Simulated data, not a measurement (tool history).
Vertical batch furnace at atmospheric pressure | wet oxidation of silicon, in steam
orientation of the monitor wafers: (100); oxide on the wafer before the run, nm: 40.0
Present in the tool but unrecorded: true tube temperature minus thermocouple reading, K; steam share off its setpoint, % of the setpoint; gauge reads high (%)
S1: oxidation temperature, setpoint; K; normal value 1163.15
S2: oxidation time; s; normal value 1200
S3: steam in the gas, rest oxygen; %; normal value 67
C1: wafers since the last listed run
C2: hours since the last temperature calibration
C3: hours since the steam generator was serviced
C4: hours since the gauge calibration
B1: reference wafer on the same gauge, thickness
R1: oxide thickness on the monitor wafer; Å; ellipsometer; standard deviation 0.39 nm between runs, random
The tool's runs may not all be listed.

run,hour,S1,S2,S3,C1,C2,C3,C4,B1,R1
1,0.0,1163.15,1620,67,0,2989.4,1966.9,569.7,66.13,800.9
2,46.0,1163.15,1620,67,412,3035.4,2012.9,615.7,65.97,806.6
3,146.2,1143.15,810,67,898,3135.6,2113.1,715.9,66.15,540.1
4,352.7,1143.15,810,67,1852,3342.1,2319.6,922.4,66.14,541.1
5,409.9,1143.15,810,67,513,3399.3,2376.8,979.6,66.14,537.4
6,505.0,1163.15,1200,67,852,3494.4,2471.9,1074.7,65.93,696.3
# hour 542.4: steam generator serviced
7,593.5,1163.15,1200,67,578,3582.9,51.1,1163.2,66.07,715.0
# hour 693.3: thermocouples replaced and temperature profile calibrated
8,693.8,1175.15,1200,67,684,0.5,151.4,1263.5,65.94,755.5
9,724.5,1163.15,1200,67,275,31.2,182.1,1294.2,66.05,693.9
10,762.0,1163.15,1200,67,336,68.7,219.6,1331.7,65.94,699.8
11,807.2,1163.15,1200,67,405,113.9,264.8,1376.9,66.19,691.8
12,869.2,1163.15,1650,67,556,175.9,326.8,1438.9,66.12,797.2
13,930.9,1163.15,1650,67,553,237.6,388.5,1500.6,66.09,804.7
14,978.9,1163.15,1200,67,430,285.6,436.5,1548.6,66.21,693.7
15,1045.7,1183.15,1200,63,599,352.4,503.3,1615.4,66.18,777.1
16,1135.2,1176.15,1200,76,802,441.9,592.8,1704.9,65.90,807.3
17,1226.4,1163.15,1200,67,817,533.1,684.0,1796.1,65.91,688.6
18,1320.6,1141.15,1200,67,844,627.3,778.2,1890.3,66.06,600.0
19,1417.9,1163.15,810,67,872,724.6,875.5,1987.6,66.08,588.2
20,1519.7,1185.15,1470,67,913,826.4,977.3,2089.4,65.99,904.4
21,1599.3,1150.15,1200,67,713,906.0,1056.9,2169.0,66.16,629.1
22,1673.2,1163.15,1710,67,662,979.9,1130.8,2242.9,66.18,810.7
23,1730.3,1152.15,1200,76,512,1037.0,1187.9,2300.0,66.06,672.2
24,1783.8,1163.15,1440,67,479,1090.5,1241.4,2353.5,66.09,752.3
25,1822.4,1185.15,1470,67,346,1129.1,1280.0,2392.1,65.98,902.1
26,1926.6,1163.15,1200,67,934,1233.3,1384.2,2496.3,66.12,686.8
27,2011.2,1163.15,1200,67,758,1317.9,1468.8,2580.9,66.30,679.3
# hour 2199.0: gauge calibrated
28,2211.5,1163.15,1200,67,1796,1518.2,1669.1,12.5,66.26,690.5
29,2376.7,1138.15,1200,62,1481,1683.4,1834.3,177.7,66.12,567.2
30,2465.0,1156.15,1200,59,791,1771.7,1922.6,266.0,66.01,618.7
31,2571.4,1163.15,1200,67,954,1878.1,2029.0,372.4,66.21,687.3
32,2623.8,1142.15,1020,67,469,1930.5,2081.4,424.8,66.06,567.4
33,2667.9,1142.15,780,78,395,1974.6,2125.5,468.9,65.97,544.4
34,2744.6,1182.15,720,62,687,2051.3,2202.2,545.6,66.07,613.5
35,2787.2,1163.15,1200,63,382,2093.9,2244.8,588.2,66.06,663.0
36,2887.5,1185.15,1470,67,899,2194.2,2345.1,688.5,66.14,884.8
37,2943.4,1163.15,750,67,501,2250.1,2401.0,744.4,66.22,570.3

Hidden condition of the tool, last listed run before each entry between runs versus first listed run after:
After run 6, before run 7: steam generator serviced (hour 542.4)
  true tube temperature minus thermocouple reading, K: 6.41 -> 6.72; steam share off its setpoint, % of the setpoint: -7.35 -> -0.559
  measured minus no-state result, R1: +8.9 -> +32.4 Å
After run 7, before run 8: thermocouples replaced and temperature profile calibrated (hour 693.3)
  true tube temperature minus thermocouple reading, K: 6.72 -> 0.4; steam share off its setpoint, % of the setpoint: -0.559 -> -0.583
  measured minus no-state result, R1: +32.4 -> +0.2 Å
After run 27, before run 28: gauge calibrated (hour 2199.0)
  true tube temperature minus thermocouple reading, K: 1.24 -> 1.51; steam share off its setpoint, % of the setpoint: -3.13 -> -3.88
  measured minus no-state result, R1: -3.2 -> -4.3 Å

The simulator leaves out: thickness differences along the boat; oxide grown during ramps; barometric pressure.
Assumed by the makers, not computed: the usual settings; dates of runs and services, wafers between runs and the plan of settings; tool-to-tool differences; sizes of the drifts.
